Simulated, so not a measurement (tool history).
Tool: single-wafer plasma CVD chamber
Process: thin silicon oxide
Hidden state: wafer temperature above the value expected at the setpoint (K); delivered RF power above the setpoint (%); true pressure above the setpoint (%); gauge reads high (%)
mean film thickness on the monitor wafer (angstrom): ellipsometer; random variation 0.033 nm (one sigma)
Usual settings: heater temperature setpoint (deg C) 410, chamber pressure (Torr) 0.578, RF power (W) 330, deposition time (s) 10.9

run   hour  heater temperature setpoint (deg C)  chamber pressure (Torr)  RF power (W)  deposition time (s)  wafers since the last listed run  hours since the last thermocouple change  hours since the last RF generator calibration  hours since the last manometer calibration  hours since the showerhead was replaced  hours since the gauge calibration  read-back reference wafer on the same gauge, thickness_nm  mean film thickness on the monitor wafer (angstrom)
  1    0.0                                  410                    0.578           330                 10.9                                 0                                     765.0                                         1232.4                                      2557.1                                   4268.3                              770.0                                                     15.301                                               138.52
  2   18.8                                  410                    0.578           330                 10.9                               463                                     783.8                                         1251.2                                      2575.9                                   4287.1                              788.8                                                     15.292                                               138.49
  3   37.7                                  410                    0.578           345                 10.9                               465                                     802.7                                         1270.1                                      2594.8                                   4306.0                              807.7                                                     15.301                                               140.96
  4   64.1                                  410                    0.578           345                 10.9                               650                                     829.1                                         1296.5                                      2621.2                                   4332.4                              834.1                                                     15.297                                               141.14
  5   80.6                                  421                    0.491           330                 10.9                               406                                     845.6                                         1313.0                                      2637.7                                   4348.9                              850.6                                                     15.302                                               116.48
      90.6  -- gauge calibrated
  6  103.5                                  421                    0.491           330                 10.9                               563                                     868.5                                         1335.9                                      2660.6                                   4371.8                               12.9                                                     15.299                                               116.80
     119.8  -- capacitance manometer re-zeroed and calibrated
  7  130.2                                  421                    0.491           330                 10.9                               460                                     895.2                                         1362.6                                        10.4                                   4398.5                               39.6                                                     15.295                                               122.36
     147.6  -- showerhead replaced
  8  158.4                                  403                    0.578           330                 10.9                               497                                     923.4                                         1390.8                                        38.6                                     10.8                               67.8                                                     15.301                                               145.96
  9  187.2                                  410                    0.578           330                 10.9                               709                                     952.2                                         1419.6                                        67.4                                     39.6                               96.6                                                     15.301                                               145.06
 10  215.7                                  400                    0.656           300                 10.9                               701                                     980.7                                         1448.1                                        95.9                                     68.1                              125.1                                                     15.300                                               158.79
 11  239.8                                  410                    0.578           330                 10.9                               593                                    1004.8                                         1472.2                                       120.0                                     92.2                              149.2                                                     15.291                                               143.75
 12  263.7                                  396                    0.694           330                 10.9                               588                                    1028.7                                         1496.1                                       143.9                                    116.1                              173.1                                                     15.292                                               174.79
 13  294.1                                  421                    0.518           330                 10.9                               748                                    1059.1                                         1526.5                                       174.3                                    146.5                              203.5                                                     15.300                                               128.01
 14  306.9                                  410                    0.578           330                 11.6                               315                                    1071.9                                         1539.3                                       187.1                                    159.3                              216.3                                                     15.291                                               153.29
 15  332.9                                  410                    0.622           330                  9.0                               640                                    1097.9                                         1565.3                                       213.1                                    185.3                              242.3                                                     15.295                                               128.01
 16  364.8                                  410                    0.619           330                  9.5                               785                                    1129.8                                         1597.2                                       245.0                                    217.2                              274.2                                                     15.289                                               133.42
 17  397.8                                  414                    0.704           350                 10.1                               812                                    1162.8                                         1630.2                                       278.0                                    250.2                              307.2                                                     15.292                                               164.76
 18  432.8                                  423                    0.679           330                 10.9                               861                                    1197.8                                         1665.2                                       313.0                                    285.2                              342.2                                                     15.296                                               166.82
 19  463.3                                  410                    0.481           305                  9.6                               751                                    1228.3                                         1695.7                                       343.5                                    315.7                              372.7                                                     15.306                                               100.84
 20  482.2                                  410                    0.632           370                  9.2                               465                                    1247.2                                         1714.6                                       362.4                                    334.6                              391.6                                                     15.308                                               137.10
     504.6  -- thermocouple changed; heater temperature recalibrated
     505.4  -- RF generator calibrated
 21  511.0                                  415                    0.515           380                 10.9                               491                                       6.4                                            5.6                                       391.2                                    363.4                              420.4                                                     15.299                                               132.70
 22  531.3                                  410                    0.447           330                 10.9                               499                                      26.7                                           25.9                                       411.5                                    383.7                              440.7                                                     15.297                                               108.97
 23  543.8                                  410                    0.578           330                 10.9                               307                                      39.2                                           38.4                                       424.0                                    396.2                              453.2                                                     15.296                                               141.78
 24  566.8                                  397                    0.717           390                 12.9                               566                                      62.2                                           61.4                                       447.0                                    419.2                              476.2                                                     15.300                                               221.98
 25  587.2                                  410                    0.578           395                 10.9                               502                                      82.6                                           81.8                                       467.4                                    439.6                              496.6                                                     15.307                                               150.60
 26  621.4                                  420                    0.578           330                 10.9                               842                                     116.8                                          116.0                                       501.6                                    473.8                              530.8                                                     15.301                                               140.51
 27  645.2                                  420                    0.578           330                 10.9                               586                                     140.6                                          139.8                                       525.4                                    497.6                              554.6                                                     15.308                                               140.64
 28  674.4                                  410                    0.578           330                 10.9                               719                                     169.8                                          169.0                                       554.6                                    526.8                              583.8                                                     15.300                                               141.38
 29  701.6                                  421                    0.659           375                 10.9                               669                                     197.0                                          196.2                                       581.8                                    554.0                              611.0                                                     15.310                                               167.35
 30  718.5                                  424                    0.578           360                 10.1                               416                                     213.9                                          213.1                                       598.7                                    570.9                              627.9                                                     15.301                                               133.63

Forecast each of these 3 alternatives for the next run:
  A  718.9                                  410                    0.578           385                 10.9                                 9                                     214.3                                          213.5                                       599.1                                    571.3                              628.3                                                          ?                                                    ?
  B  718.9                                  415                    0.578           310                 10.9                                 9                                     214.3                                          213.5                                       599.1                                    571.3                              628.3                                                          ?                                                    ?
  C  718.9                                  410                    0.578           305                 10.9                                 9                                     214.3                                          213.5                                       599.1                                    571.3                              628.3                                                          ?                                                    ?

run  read-back reference wafer on the same gauge, thickness_nm  mean film thickness on the monitor wafer (angstrom)
  A                                                     15.296                                               148.33
  B                                                     15.296                                               137.07
  C                                                     15.296                                               136.67
Without the tool's hidden state the same runs would have given:
run  mean film thickness on the monitor wafer (angstrom)
  A                                               154.19
  B                                               142.49
  C                                               142.07
